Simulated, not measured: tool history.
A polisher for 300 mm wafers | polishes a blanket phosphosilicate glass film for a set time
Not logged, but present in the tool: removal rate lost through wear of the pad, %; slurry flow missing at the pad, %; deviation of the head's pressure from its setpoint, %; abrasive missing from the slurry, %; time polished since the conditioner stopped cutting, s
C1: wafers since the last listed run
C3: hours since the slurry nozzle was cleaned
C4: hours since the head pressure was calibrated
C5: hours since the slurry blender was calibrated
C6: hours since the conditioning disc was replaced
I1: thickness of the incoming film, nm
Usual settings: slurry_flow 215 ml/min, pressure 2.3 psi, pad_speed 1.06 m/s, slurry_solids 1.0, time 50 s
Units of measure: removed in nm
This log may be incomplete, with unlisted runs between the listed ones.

{"run": 1, "hour": 0.0, "slurry_flow": 215, "pressure": 2.3, "pad_speed": 1.06, "slurry_solids": 1.0, "time": 50, "C1": 0, "wafers polished on this pad": 257, "C3": 59.2, "C4": 827.2, "C5": 46.2, "C6": 0.5, "I1": 3515.1, "removed": 310.5}
{"run": 2, "hour": 24.9, "slurry_flow": 215, "pressure": 2.3, "pad_speed": 1.06, "slurry_solids": 1.0, "time": 50, "C1": 284, "wafers polished on this pad": 542, "C3": 84.1, "C4": 852.1, "C5": 71.1, "C6": 25.4, "I1": 3558.9, "removed": 298.5}
{"hour": 97.9, "done": "slurry blender recalibrated"}
{"run": 3, "hour": 111.8, "slurry_flow": 215, "pressure": 2.0, "pad_speed": 1.06, "slurry_solids": 1.0, "time": 50, "C1": 969, "wafers polished on this pad": 1511, "C3": 171.0, "C4": 939.0, "C5": 13.9, "C6": 112.3, "I1": 3558.2, "removed": 268.4}
{"hour": 118.0, "done": "worn pad replaced by a new one"}
{"run": 4, "hour": 123.9, "slurry_flow": 215, "pressure": 2.0, "pad_speed": 1.06, "slurry_solids": 1.0, "time": 50, "C1": 92, "wafers polished on this pad": 66, "C3": 183.1, "C4": 951.1, "C5": 26.0, "C6": 124.4, "I1": 3584.1, "removed": 277.6}
{"run": 5, "hour": 145.9, "slurry_flow": 215, "pressure": 2.3, "pad_speed": 1.06, "slurry_solids": 1.0, "time": 37, "C1": 251, "wafers polished on this pad": 318, "C3": 205.1, "C4": 973.1, "C5": 48.0, "C6": 146.4, "I1": 3536.6, "removed": 227.8}
{"run": 6, "hour": 172.4, "slurry_flow": 215, "pressure": 2.3, "pad_speed": 1.06, "slurry_solids": 1.0, "time": 37, "C1": 302, "wafers polished on this pad": 620, "C3": 231.6, "C4": 999.6, "C5": 74.5, "C6": 172.9, "I1": 3635.6, "removed": 223.5}
{"run": 7, "hour": 189.3, "slurry_flow": 215, "pressure": 2.3, "pad_speed": 1.06, "slurry_solids": 1.0, "time": 50, "C1": 192, "wafers polished on this pad": 813, "C3": 248.5, "C4": 1016.5, "C5": 91.4, "C6": 189.8, "I1": 3569.1, "removed": 299.8}
{"run": 8, "hour": 211.4, "slurry_flow": 215, "pressure": 2.3, "pad_speed": 1.06, "slurry_solids": 1.0, "time": 50, "C1": 252, "wafers polished on this pad": 1065, "C3": 270.6, "C4": 1038.6, "C5": 113.5, "C6": 211.9, "I1": 3562.5, "removed": 297.8}
{"run": 9, "hour": 225.5, "slurry_flow": 145, "pressure": 2.3, "pad_speed": 1.06, "slurry_solids": 0.8, "time": 40, "C1": 160, "wafers polished on this pad": 1226, "C3": 284.7, "C4": 1052.7, "C5": 127.6, "C6": 226.0, "I1": 3626.8, "removed": 196.1}
{"hour": 260.1, "done": "worn pad replaced by a new one"}
{"run": 10, "hour": 260.6, "slurry_flow": 215, "pressure": 2.3, "pad_speed": 1.06, "slurry_solids": 1.0, "time": 50, "C1": 355, "wafers polished on this pad": 5, "C3": 319.8, "C4": 1087.8, "C5": 162.7, "C6": 261.1, "I1": 3520.4, "removed": 279.4}
{"run": 11, "hour": 274.2, "slurry_flow": 170, "pressure": 2.3, "pad_speed": 1.06, "slurry_solids": 1.0, "time": 50, "C1": 155, "wafers polished on this pad": 160, "C3": 333.4, "C4": 1101.4, "C5": 176.3, "C6": 274.7, "I1": 3551.3, "removed": 268.6}
{"hour": 278.5, "done": "slurry blender recalibrated"}
{"run": 12, "hour": 310.0, "slurry_flow": 215, "pressure": 2.3, "pad_speed": 1.06, "slurry_solids": 1.0, "time": 50, "C1": 385, "wafers polished on this pad": 546, "C3": 369.2, "C4": 1137.2, "C5": 31.5, "C6": 310.5, "I1": 3519.0, "removed": 308.7}
{"hour": 330.2, "done": "conditioning disc replaced and pad reconditioned"}
{"run": 13, "hour": 330.8, "slurry_flow": 215, "pressure": 2.3, "pad_speed": 1.06, "slurry_solids": 1.0, "time": 37, "C1": 214, "wafers polished on this pad": 761, "C3": 390.0, "C4": 1158.0, "C5": 52.3, "C6": 0.6, "I1": 3541.1, "removed": 227.6}
{"run": 14, "hour": 352.8, "slurry_flow": 215, "pressure": 2.3, "pad_speed": 1.06, "slurry_solids": 1.0, "time": 38, "C1": 251, "wafers polished on this pad": 1012, "C3": 412.0, "C4": 1180.0, "C5": 74.3, "C6": 22.6, "I1": 3564.9, "removed": 226.5}
{"run": 15, "hour": 383.9, "slurry_flow": 170, "pressure": 1.5, "pad_speed": 1.34, "slurry_solids": 1.0, "time": 66, "C1": 355, "wafers polished on this pad": 1367, "C3": 443.1, "C4": 1211.1, "C5": 105.4, "C6": 53.7, "I1": 3604.8, "removed": 294.4}
{"hour": 414.9, "done": "worn pad replaced by a new one"}
{"run": 16, "hour": 419.0, "slurry_flow": 215, "pressure": 1.8, "pad_speed": 1.06, "slurry_solids": 1.1, "time": 50, "C1": 355, "wafers polished on this pad": 46, "C3": 478.2, "C4": 1246.2, "C5": 140.5, "C6": 88.8, "I1": 3510.9, "removed": 233.7}
{"hour": 429.6, "done": "slurry blender recalibrated"}
{"run": 17, "hour": 433.9, "slurry_flow": 215, "pressure": 2.6, "pad_speed": 1.06, "slurry_solids": 1.0, "time": 50, "C1": 147, "wafers polished on this pad": 193, "C3": 493.1, "C4": 1261.1, "C5": 4.3, "C6": 103.7, "I1": 3589.3, "removed": 353.0}
{"hour": 451.6, "done": "slurry nozzle cleaned"}
{"hour": 457.1, "done": "head pressure recalibrated"}
{"run": 18, "hour": 466.4, "slurry_flow": 215, "pressure": 2.3, "pad_speed": 1.06, "slurry_solids": 1.0, "time": 50, "C1": 336, "wafers polished on this pad": 530, "C3": 14.8, "C4": 9.3, "C5": 36.8, "C6": 136.2, "I1": 3556.1, "removed": 276.1}

Run 19 has not been measured yet. What should we expect?
{"run": 19, "hour": 497.7, "slurry_flow": 215, "pressure": 2.3, "pad_speed": 1.06, "slurry_solids": 1.0, "time": 50, "C1": 357, "wafers polished on this pad": 888, "C3": 46.1, "C4": 40.6, "C5": 68.1, "C6": 167.5, "I1": 3580.5, "removed": "?"}

removed: 276.8 nm
The same run, on a tool lacking any hidden state, would have yielded removed 291.9 nm.
